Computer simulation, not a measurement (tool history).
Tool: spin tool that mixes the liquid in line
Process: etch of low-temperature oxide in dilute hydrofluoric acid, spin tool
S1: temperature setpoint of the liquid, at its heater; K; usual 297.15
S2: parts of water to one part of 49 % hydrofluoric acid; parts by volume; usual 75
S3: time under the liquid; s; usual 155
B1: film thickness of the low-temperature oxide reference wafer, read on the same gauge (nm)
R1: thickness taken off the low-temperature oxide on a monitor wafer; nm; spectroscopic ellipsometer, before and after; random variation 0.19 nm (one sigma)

| run | hour | S1 | S2 | S3 | B1 | R1 |
|---|---|---|---|---|---|---|
| 1 | 0 | 297.15 | 75 | 155 | 129.99 | 29.55 |
| 2 | 7.8 | 297.15 | 75 | 155 | 129.98 | 29.08 |
| 3 | 19.7 | 297.15 | 75 | 155 | 129.99 | 29.14 |
| 4 | 50 | 297.15 | 75 | 155 | 130.01 | 29.48 |
| 5 | 62 | 297.15 | 75 | 155 | 129.99 | 29.42 |
| 6 | 70.4 | 297.15 | 75 | 155 | 130 | 29.45 |
| 7 | 107.5 | 297.15 | 75 | 155 | 130 | 29.02 |
| 8 | 118.5 | 297.15 | 75 | 155 | 129.99 | 29.29 |
| 9 | 135.4 | 297.15 | 75 | 155 | 130 | 29.33 |
| 10 | 151.8 | 297.15 | 75 | 155 | 130 | 29.29 |
| 11 | 162.4 | 297.15 | 55 | 155 | 130 | 40.72 |
| 12 | 169.6 | 297.15 | 55 | 155 | 129.98 | 40.85 |
| 13 | 177.5 | 297.15 | 75 | 240 | 130 | 45.38 |
| 14 | 192.3 | 301.65 | 90 | 115 | 130.02 | 21.23 |
| 15 | 205 | 297.15 | 75 | 240 | 130 | 45.54 |
| 16 | 222.4 | 297.15 | 75 | 180 | 129.99 | 34.32 |
| 17 | 232.2 | 292.65 | 115 | 115 | 130 | 11.43 |
| 18 | 241.4 | 297.15 | 55 | 155 | 130.01 | 40.97 |
| 19 | 253.5 | 301.15 | 115 | 155 | 129.99 | 21.11 |
| 20 | 263.3 | 297.15 | 75 | 155 | 130 | 29.43 |
| 21 | 274.9 | 292.65 | 65 | 235 | 130 | 43.18 |
| 22 | 290 | 294.65 | 55 | 155 | 129.99 | 36.98 |
| 23 | 303.4 | 297.15 | 60 | 90 | 129.99 | 21.82 |
| 24 | 314.9 | 298.65 | 55 | 155 | 130.02 | 43.55 |
| 25 | 327.2 | 299.65 | 90 | 100 | 130.01 | 16.89 |

Not shown: 3 entries that the log had between the listed runs. Between which runs, and how does the tool's hidden state differ before and after?
Between runs 9 and 10: thermometer replaced (hour 150.9)
  no hidden state differs between the two runs
Between runs 10 and 11: hydrofluoric acid flow meter replaced (hour 157.3)
  no hidden state differs between the two runs
Between runs 14 and 15: gauge calibrated (hour 199.1)
  no hidden state differs between the two runs
